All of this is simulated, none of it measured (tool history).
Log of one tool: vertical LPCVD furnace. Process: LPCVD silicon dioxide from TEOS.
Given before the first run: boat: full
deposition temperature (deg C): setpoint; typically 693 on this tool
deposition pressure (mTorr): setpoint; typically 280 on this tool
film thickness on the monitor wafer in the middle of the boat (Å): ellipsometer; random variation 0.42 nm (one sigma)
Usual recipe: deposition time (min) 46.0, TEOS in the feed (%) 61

run,hour,deposition temperature (deg C),deposition pressure (mTorr),deposition time (min),TEOS in the feed (%),"read-back reference wafer on the same gauge, thickness",film thickness on the monitor wafer in the middle of the boat (Å)
1,0.0,693,280,46.0,61,233.18,3018.5
2,34.5,693,280,46.0,58,233.06,2938.8
3,48.8,693,280,46.0,58,232.87,2948.1
4,82.3,693,280,46.0,58,232.99,2948.1
5,98.9,693,280,46.0,61,233.09,3014.8
6,118.6,693,280,46.0,61,233.10,3016.3
7,144.9,693,280,46.0,61,233.09,3016.5
# hour 189.1: thermocouples replaced and temperature profile calibrated
8,189.6,693,280,46.0,61,232.96,2788.8
9,203.4,693,280,46.0,61,233.15,2795.8
10,237.2,693,280,46.0,61,233.14,2801.6
11,262.8,684,280,46.0,61,233.05,2260.8
12,298.3,688,235,36.0,53,233.10,1660.0
13,325.3,693,215,46.0,61,232.98,2449.9
14,358.5,693,310,63.5,61,232.85,4099.5
15,379.1,693,280,46.0,56,233.08,2695.8
# hour 398.3: gauge calibrated
16,402.8,693,325,55.0,49,232.81,3266.9
17,427.6,696,235,46.0,71,233.08,2983.7
# hour 456.9: TEOS flow controller replaced
18,457.4,693,330,41.0,73,233.08,2999.7
# hour 546.9: pressure gauge zeroed
19,547.4,687,350,54.5,55,232.91,3140.2
20,563.4,693,280,46.0,61,233.01,2880.6
21,581.9,693,300,57.5,61,233.01,3728.3
22,599.0,687,280,55.5,50,232.88,2731.2
23,615.2,693,260,53.5,61,233.01,3233.2
24,640.9,693,330,41.0,73,232.93,3058.7

Forecast run 25:
25,660.5,693,280,46.0,61,?,?

Run 25 measured read-back reference wafer on the same gauge, thickness 232.83, film thickness on the monitor wafer in the middle of the boat (Å) 2884.5.
Minus the tool's unlogged condition, the same run would have read film thickness on the monitor wafer in the middle of the boat (Å) 2787.2.
